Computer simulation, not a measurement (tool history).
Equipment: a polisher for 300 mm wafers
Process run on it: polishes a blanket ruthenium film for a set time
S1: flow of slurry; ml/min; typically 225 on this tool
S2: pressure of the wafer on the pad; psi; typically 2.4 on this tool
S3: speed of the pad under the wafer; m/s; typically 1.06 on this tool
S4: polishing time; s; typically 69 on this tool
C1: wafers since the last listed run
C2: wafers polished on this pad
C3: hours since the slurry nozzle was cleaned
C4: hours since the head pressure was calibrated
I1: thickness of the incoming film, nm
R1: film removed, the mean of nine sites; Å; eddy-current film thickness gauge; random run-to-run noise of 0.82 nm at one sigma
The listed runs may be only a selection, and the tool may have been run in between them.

| run | day | S1 | S2 | S3 | S4 | C1 | C2 | C3 | C4 | I1 | R1 |
|---|---|---|---|---|---|---|---|---|---|---|---|
| 1 | 0 | 225 | 2.4 | 1.06 | 69 | 0 | 1772 | 84 | 903.7 | 338.2 | 862 |
| 2 | 2.892 | 225 | 2.4 | 1.06 | 69 | 446 | 2219 | 153.4 | 973.1 | 337.5 | 852 |
| 3 | 4.712 | 225 | 2.4 | 1.06 | 84 | 281 | 2500 | 197.1 | 1016.8 | 345.7 | 1018 |
|  | 6.329 | worn pad replaced by a new one |
| 4 | 6.35 | 225 | 2.4 | 1.06 | 69 | 227 | 3 | 236.4 | 1056.1 | 335.7 | 844 |
| 5 | 8.438 | 225 | 2.4 | 1.06 | 69 | 322 | 325 | 286.5 | 1106.2 | 344.3 | 837 |
| 6 | 11.258 | 225 | 2.4 | 1.06 | 69 | 435 | 761 | 354.2 | 1173.9 | 342.7 | 839 |
| 7 | 13.358 | 225 | 2.4 | 1.06 | 69 | 324 | 1086 | 404.6 | 1224.3 | 336.5 | 821 |
| 8 | 15.512 | 225 | 2.4 | 1.06 | 77 | 332 | 1418 | 456.3 | 1276 | 338.6 | 925 |
| 9 | 16.579 | 225 | 2.4 | 1.06 | 77 | 164 | 1583 | 481.9 | 1301.6 | 337.8 | 903 |
|  | 17.271 | slurry nozzle cleaned, repeated, since the last time left the tool worse |
| 10 | 21.679 | 225 | 2.4 | 1.06 | 69 | 781 | 2364 | 105.8 | 1424 | 340.1 | 929 |
| 11 | 22.854 | 225 | 2.4 | 1.06 | 69 | 181 | 2546 | 134 | 1452.2 | 344.9 | 931 |
|  | 23.775 | head pressure recalibrated |
| 12 | 25.267 | 225 | 2.7 | 1.06 | 52 | 359 | 2906 | 191.9 | 35.8 | 344.3 | 761 |
| 13 | 26.796 | 285 | 2.4 | 1.06 | 69 | 236 | 3142 | 228.6 | 72.5 | 345.4 | 949 |
|  | 27.458 | worn pad replaced by a new one |
| 14 | 28.383 | 205 | 2.1 | 1.24 | 51 | 219 | 142 | 266.7 | 110.6 | 337.3 | 680 |
| 15 | 31.212 | 280 | 2.8 | 1.22 | 69 | 436 | 579 | 334.6 | 178.5 | 336.9 | 1226 |
| 16 | 32.783 | 225 | 2.4 | 1.06 | 69 | 242 | 822 | 372.3 | 216.2 | 341.9 | 897 |
| 17 | 35.45 | 225 | 1.7 | 1.06 | 61 | 411 | 1234 | 436.3 | 280.2 | 341.5 | 604 |
| 18 | 38.108 | 270 | 2.4 | 0.92 | 69 | 410 | 1644 | 500.1 | 344 | 342.9 | 820 |
| 19 | 40.212 | 225 | 2.4 | 1.06 | 69 | 325 | 1969 | 550.6 | 394.5 | 341.3 | 899 |
| 20 | 42.45 | 225 | 2.4 | 1.06 | 69 | 345 | 2315 | 604.3 | 448.2 | 344.1 | 914 |
| 21 | 43.725 | 225 | 1.8 | 0.94 | 69 | 196 | 2512 | 634.9 | 478.8 | 345.4 | 635 |
| 22 | 44.912 | 225 | 2.4 | 1.06 | 69 | 183 | 2695 | 663.4 | 507.3 | 336.9 | 901 |
| 23 | 46.346 | 225 | 2.4 | 1.06 | 69 | 221 | 2917 | 697.8 | 541.7 | 344.5 | 906 |
|  | 47.317 | worn pad replaced by a new one |
| 24 | 47.75 | 225 | 2.4 | 1.06 | 92 | 191 | 67 | 731.5 | 575.4 | 338.8 | 1221 |
| 25 | 48.85 | 225 | 2.4 | 1.38 | 69 | 169 | 237 | 757.9 | 601.8 | 344.8 | 1166 |
| 26 | 51.738 | 225 | 2.4 | 1.06 | 69 | 446 | 683 | 827.2 | 671.1 | 347 | 894 |
| 27 | 53.892 | 300 | 2.4 | 1.06 | 47 | 332 | 1015 | 878.9 | 722.8 | 346.6 | 632 |
|  | 55.225 | slurry nozzle cleaned |
| 28 | 55.583 | 190 | 2.4 | 1.06 | 69 | 254 | 1270 | 8.6 | 763.4 | 341.6 | 914 |
| 29 | 57.158 | 225 | 2.4 | 1.4 | 69 | 243 | 1513 | 46.4 | 801.2 | 340.7 | 1204 |
| 30 | 59.621 | 170 | 2.9 | 1.06 | 57 | 380 | 1894 | 105.5 | 860.3 | 339.5 | 869 |
| 31 | 61.171 | 225 | 2.4 | 1.06 | 60 | 239 | 2133 | 142.7 | 897.5 | 345.7 | 800 |
| 32 | 63.588 | 290 | 2.4 | 0.84 | 91 | 373 | 2506 | 200.7 | 955.5 | 334.5 | 1021 |
| 33 | 64.821 | 225 | 2.4 | 1.06 | 57 | 190 | 2697 | 230.3 | 985.1 | 337.7 | 753 |
|  | 66.217 | worn pad replaced by a new one |
| 34 | 67.2 | 225 | 2.4 | 1.06 | 78 | 341 | 151 | 287.4 | 1042.2 | 345.6 | 1046 |
| 35 | 68.954 | 290 | 2.4 | 0.74 | 86 | 270 | 422 | 329.5 | 1084.3 | 341.4 | 854 |
| 36 | 70.267 | 225 | 2.4 | 1.06 | 69 | 202 | 625 | 361 | 1115.8 | 341.4 | 916 |

Some steps in R1, run to run, broken into two amounts with sign: the step expected even without the hidden condition (settings, incoming material, random variation), and the rest, left for the hidden condition together with whatever gauge scatter is not in both the measured and the hidden-condition-free result:
The hidden state here: removal rate lost through wear of the pad, %; slurry flow missing at the pad, %; deviation of the head's pressure from its setpoint, %.
Run 2 -> 3: S4 69 -> 84. R1 +166 Å: hidden state -23, all else +189.
Run 7 -> 8: S4 69 -> 77. R1 +104 Å: hidden state -17, all else +121.
Run 9 -> 10: S4 77 -> 69, slurry nozzle cleaned, repeated, since the last time left the tool worse. R1 +26 Å: hidden state +113, all else -87.
Run 14 -> 15: S1 205 -> 280, S2 2.1 -> 2.8, S3 1.24 -> 1.22, S4 51 -> 69. R1 +546 Å: hidden state -7, all else +553.
Run 15 -> 16: S1 280 -> 225, S2 2.8 -> 2.4, S3 1.22 -> 1.06. R1 -329 Å: hidden state +0, all else -329.
Run 29 -> 30: S1 225 -> 170, S2 2.4 -> 2.9, S3 1.4 -> 1.06, S4 69 -> 57. R1 -335 Å: hidden state -4, all else -331.

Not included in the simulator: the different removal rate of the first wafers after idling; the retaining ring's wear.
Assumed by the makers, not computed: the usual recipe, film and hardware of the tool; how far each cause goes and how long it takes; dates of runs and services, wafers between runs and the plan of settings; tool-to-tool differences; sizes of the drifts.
